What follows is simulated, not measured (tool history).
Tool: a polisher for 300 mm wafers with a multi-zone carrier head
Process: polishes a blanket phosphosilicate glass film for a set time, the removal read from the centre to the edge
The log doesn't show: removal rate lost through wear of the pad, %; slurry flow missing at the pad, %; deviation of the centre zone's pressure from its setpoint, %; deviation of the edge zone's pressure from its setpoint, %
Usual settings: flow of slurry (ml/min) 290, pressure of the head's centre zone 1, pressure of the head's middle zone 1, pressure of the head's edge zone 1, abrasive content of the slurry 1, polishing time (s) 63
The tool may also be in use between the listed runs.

| run | hour | flow of slurry (ml/min) | pressure of the head's centre zone | pressure of the head's middle zone | pressure of the head's edge zone | abrasive content of the slurry | polishing time (s) | wafers since the last listed run | wafers polished on this pad | hours since the slurry nozzle was cleaned | hours since the centre zone pressure was calibrated | hours since the edge zone pressure was calibrated | hours since the carrier head's membrane was replaced | incoming thickness of the incoming film, nm | film removed at the wafer's centre (nm) | film removed at mid-radius (nm) | film removed at the wafer's edge (nm) |
|---|---|---|---|---|---|---|---|---|---|---|---|---|---|---|---|---|---|
| 1 | 0 | 290 | 1.09 | 1 | 1 | 1 | 63 | 0 | 814 | 260.6 | 696.1 | 802.3 | 515.3 | 2652.8 | 465.3 | 438.8 | 432.8 |
| 2 | 30.6 | 290 | 1 | 1 | 0.91 | 1 | 63 | 346 | 1160 | 291.2 | 726.7 | 832.9 | 545.9 | 2672.2 | 424.3 | 429.1 | 407.3 |
|  | 49.5 | slurry nozzle cleaned |
| 3 | 58.6 | 290 | 1 | 1 | 0.91 | 1 | 63 | 305 | 1465 | 9.1 | 754.7 | 860.9 | 573.9 | 2678.3 | 447.3 | 451 | 429.4 |
|  | 87.9 | worn pad replaced by a new one |
| 4 | 88.4 | 290 | 1 | 1 | 0.91 | 1 | 63 | 291 | 5 | 38.9 | 784.5 | 890.7 | 603.7 | 2621.5 | 453.2 | 447.1 | 421.9 |
| 5 | 120.1 | 290 | 1 | 1 | 1 | 1 | 63 | 358 | 363 | 70.6 | 816.2 | 922.4 | 635.4 | 2652.4 | 440.5 | 452.7 | 447.9 |
| 6 | 138.4 | 290 | 0.88 | 1 | 1 | 1 | 63 | 206 | 570 | 88.9 | 834.5 | 940.7 | 653.7 | 2645.4 | 409.8 | 458.1 | 445.8 |
| 7 | 166.6 | 290 | 1.04 | 1.04 | 0.94 | 1 | 44 | 318 | 889 | 117.1 | 862.7 | 968.9 | 681.9 | 2676.1 | 326.7 | 326.5 | 300.1 |
| 8 | 194.8 | 290 | 1 | 1 | 1 | 1 | 63 | 318 | 1208 | 145.3 | 890.9 | 997.1 | 710.1 | 2637.8 | 454.2 | 442.3 | 448.6 |
|  | 206.5 | edge zone pressure recalibrated |
| 9 | 213 | 290 | 1 | 1 | 0.95 | 1 | 63 | 183 | 1391 | 163.5 | 909.1 | 6.5 | 728.3 | 2625 | 452.5 | 445.6 | 439.4 |
| 10 | 238.7 | 290 | 1.1 | 1 | 1 | 0.75 | 63 | 290 | 1682 | 189.2 | 934.8 | 32.2 | 754 | 2648.5 | 395.5 | 368.7 | 359.1 |
|  | 244.3 | worn pad replaced by a new one |
|  | 262.2 | carrier head's membrane replaced by a new one |
| 11 | 266.7 | 290 | 1 | 1 | 1 | 1 | 63 | 214 | 196 | 217.2 | 962.8 | 60.2 | 4.5 | 2712.2 | 442.9 | 450.2 | 434.4 |
| 12 | 302.6 | 290 | 1.12 | 0.96 | 1 | 1 | 63 | 406 | 602 | 253.1 | 998.7 | 96.1 | 40.4 | 2687.2 | 491.1 | 419.5 | 428.3 |
|  | 332.6 | slurry nozzle cleaned |
|  | 352.6 | centre zone pressure recalibrated |
| 13 | 382.8 | 290 | 1 | 1 | 1 | 1 | 46 | 873 | 1475 | 50.2 | 30.2 | 176.3 | 120.6 | 2628.7 | 332 | 330 | 331.5 |
|  | 414.2 | worn pad replaced by a new one |
| 14 | 482.8 | 290 | 1 | 1.06 | 1.08 | 1 | 63 | 1085 | 775 | 150.2 | 130.2 | 276.3 | 220.6 | 2653.9 | 452.5 | 462.2 | 464.2 |
| 15 | 505.3 | 210 | 0.9 | 1.04 | 1 | 0.9 | 63 | 254 | 1030 | 172.7 | 152.7 | 298.8 | 243.1 | 2671.7 | 372.6 | 421.2 | 404 |
| 16 | 521.3 | 290 | 1 | 1 | 1 | 1 | 63 | 180 | 1210 | 188.7 | 168.7 | 314.8 | 259.1 | 2716.1 | 461.5 | 439.8 | 439.2 |
| 17 | 557.1 | 290 | 1 | 1 | 1 | 1 | 63 | 404 | 1615 | 224.5 | 204.5 | 350.6 | 294.9 | 2655.9 | 446.4 | 444.4 | 437.7 |
|  | 572.9 | worn pad replaced by a new one |
| 18 | 577.1 | 290 | 1 | 1 | 1 | 0.8 | 63 | 180 | 47 | 244.5 | 224.5 | 370.6 | 314.9 | 2689.1 | 383.7 | 381.8 | 375.2 |
| 19 | 601.1 | 200 | 1.03 | 1.06 | 0.88 | 1 | 63 | 271 | 318 | 268.5 | 248.5 | 394.6 | 338.9 | 2676.2 | 414 | 419.3 | 391.4 |
|  | 609.6 | slurry nozzle cleaned |
| 20 | 622 | 290 | 1 | 1 | 1.1 | 1 | 83 | 225 | 543 | 12.4 | 269.4 | 415.5 | 359.8 | 2610.2 | 614.1 | 596.1 | 618 |
| 21 | 637.7 | 290 | 0.92 | 1 | 1 | 1 | 63 | 177 | 721 | 28.1 | 285.1 | 431.2 | 375.5 | 2679.5 | 418.1 | 447.5 | 457.4 |

Forecast each of these 4 alternatives for the next run:
| A | 638.1 | 290 | 1 | 1 | 1 | 1 | 63 | 4 | 725 | 28.5 | 285.5 | 431.6 | 375.9 | 2629.2 | ? | ? | ? |
| B | 638.1 | 200 | 1 | 1.08 | 1 | 1 | 56 | 4 | 725 | 28.5 | 285.5 | 431.6 | 375.9 | 2629.2 | ? | ? | ? |
| C | 638.1 | 290 | 1.1 | 1 | 1 | 0.85 | 63 | 4 | 725 | 28.5 | 285.5 | 431.6 | 375.9 | 2629.2 | ? | ? | ? |
| D | 638.1 | 290 | 1 | 1 | 1 | 1 | 74 | 4 | 725 | 28.5 | 285.5 | 431.6 | 375.9 | 2629.2 | ? | ? | ? |

| run | film removed at the wafer's centre (nm) | film removed at mid-radius (nm) | film removed at the wafer's edge (nm) |
|---|---|---|---|
| A | 455.5 | 452.6 | 450.4 |
| B | 387.2 | 412.4 | 387.9 |
| C | 452.2 | 408 | 406.2 |
| D | 535.1 | 531.7 | 529.1 |
Without the tool's hidden state the same runs would have given:
| run | film removed at the wafer's centre (nm) | film removed at mid-radius (nm) | film removed at the wafer's edge (nm) |
|---|---|---|---|
| A | 456 | 453.1 | 450.8 |
| B | 387.8 | 412.9 | 388.3 |
| C | 452.7 | 408.4 | 406.5 |
| D | 535.6 | 532.2 | 529.5 |

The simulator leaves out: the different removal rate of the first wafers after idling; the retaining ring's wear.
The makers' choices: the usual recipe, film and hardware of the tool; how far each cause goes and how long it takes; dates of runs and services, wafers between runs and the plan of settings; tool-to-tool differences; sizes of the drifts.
